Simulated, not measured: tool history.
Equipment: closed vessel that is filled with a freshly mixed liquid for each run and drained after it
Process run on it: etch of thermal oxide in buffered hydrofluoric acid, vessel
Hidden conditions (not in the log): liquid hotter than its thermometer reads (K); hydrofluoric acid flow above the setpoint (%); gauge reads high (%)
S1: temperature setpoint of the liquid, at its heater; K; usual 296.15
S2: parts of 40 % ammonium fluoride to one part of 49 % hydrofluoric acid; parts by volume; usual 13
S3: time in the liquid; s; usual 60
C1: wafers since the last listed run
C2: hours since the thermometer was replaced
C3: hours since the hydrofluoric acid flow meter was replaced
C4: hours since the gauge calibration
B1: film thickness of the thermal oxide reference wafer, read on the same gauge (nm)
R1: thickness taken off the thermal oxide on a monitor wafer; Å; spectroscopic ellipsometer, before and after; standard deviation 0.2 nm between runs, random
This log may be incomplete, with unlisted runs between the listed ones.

run 1 day=0 | S1=296.15 S2=13 S3=60 | C1=0 C2=653.1 C3=510.4 C4=379.2 | B1=129.98 | R1=551
run 2 day=4.433 | S1=296.15 S2=13 S3=60 | C1=11949 C2=759.5 C3=616.8 C4=485.6 | B1=130.01 | R1=552.7
run 3 day=6.662 | S1=296.15 S2=13 S3=60 | C1=6008 C2=813 C3=670.3 C4=539.1 | B1=129.97 | R1=555.1
run 4 day=8.854 | S1=296.15 S2=15.5 S3=60 | C1=5907 C2=865.6 C3=722.9 C4=591.7 | B1=130.02 | R1=463.5
run 5 day=12.767 | S1=296.15 S2=15.5 S3=60 | C1=10546 C2=959.5 C3=816.8 C4=685.6 | B1=130.01 | R1=468.5
-- day=14.542 gauge calibrated
run 6 day=14.625 | S1=296.15 S2=16 S3=85 | C1=5009 C2=1004.1 C3=861.4 C4=2 | B1=129.97 | R1=646.4
run 7 day=18.921 | S1=296.15 S2=16 S3=85 | C1=11579 C2=1107.2 C3=964.5 C4=105.1 | B1=129.96 | R1=643.5
-- day=20.496 hydrofluoric acid flow meter replaced
run 8 day=21.838 | S1=296.15 S2=16 S3=85 | C1=7749 C2=1177.2 C3=32.2 C4=175.1 | B1=130.05 | R1=630.2
run 9 day=25.383 | S1=296.15 S2=13 S3=60 | C1=9557 C2=1262.3 C3=117.3 C4=260.2 | B1=130.01 | R1=538.7
run 10 day=27.671 | S1=296.15 S2=13 S3=60 | C1=6165 C2=1317.2 C3=172.2 C4=315.1 | B1=130.03 | R1=541.9
run 11 day=30.583 | S1=301.15 S2=11 S3=80 | C1=7850 C2=1387.1 C3=242.1 C4=385 | B1=129.98 | R1=1120.5
-- day=34.367 thermometer replaced
run 12 day=35.438 | S1=297.65 S2=16.5 S3=40 | C1=12971 C2=25.7 C3=358.6 C4=501.5 | B1=130.02 | R1=314.4
run 13 day=39.442 | S1=299.65 S2=10.5 S3=85 | C1=10793 C2=121.8 C3=454.7 C4=597.6 | B1=129.99 | R1=1167.1
run 14 day=42.233 | S1=299.65 S2=13 S3=95 | C1=7524 C2=188.8 C3=521.7 C4=664.6 | B1=129.97 | R1=1060.5
run 15 day=45.733 | S1=296.15 S2=13 S3=60 | C1=9434 C2=272.8 C3=605.7 C4=748.6 | B1=130.02 | R1=551.9
run 16 day=49.862 | S1=293.65 S2=16.5 S3=85 | C1=11130 C2=371.9 C3=704.8 C4=847.7 | B1=130.03 | R1=539.8
-- day=50.062 gauge calibrated
run 17 day=52.421 | S1=296.15 S2=13 S3=60 | C1=6895 C2=433.3 C3=766.2 C4=56.6 | B1=130.05 | R1=553.1
run 18 day=55.7 | S1=293.65 S2=17 S3=60 | C1=8838 C2=512 C3=844.9 C4=135.3 | B1=129.99 | R1=371.5
run 19 day=58.129 | S1=296.15 S2=10 S3=60 | C1=6547 C2=570.3 C3=903.2 C4=193.6 | B1=130 | R1=712.4
-- day=60.104 hydrofluoric acid flow meter replaced
run 20 day=62.617 | S1=296.15 S2=13 S3=60 | C1=11983 C2=678 C3=60.3 C4=301.3 | B1=130.01 | R1=543

Predict each of these 5 candidate next runs independently; none follows another, all start after run 20:
run A day=62.646 | S1=296.15 S2=13 S3=60 | C1=78 C2=678.7 C3=61 C4=302 | B1=? | R1=?
run B day=62.646 | S1=299.15 S2=13 S3=80 | C1=78 C2=678.7 C3=61 C4=302 | B1=? | R1=?
run C day=62.646 | S1=296.15 S2=10 S3=75 | C1=78 C2=678.7 C3=61 C4=302 | B1=? | R1=?
run D day=62.646 | S1=292.15 S2=10 S3=30 | C1=78 C2=678.7 C3=61 C4=302 | B1=? | R1=?
run E day=62.646 | S1=292.15 S2=17 S3=60 | C1=78 C2=678.7 C3=61 C4=302 | B1=? | R1=?

run=A B1=130 R1=545.8
run=B B1=130 R1=856.7
run=C B1=130 R1=880.2
run=D B1=130 R1=281.9
run=E B1=130 R1=335.5
Take away the tool's hidden state, keep each run's random variation, and the runs would have read:
run=A R1=543.7
run=B R1=853.5
run=C R1=878
run=D R1=281.2
run=E R1=334.3
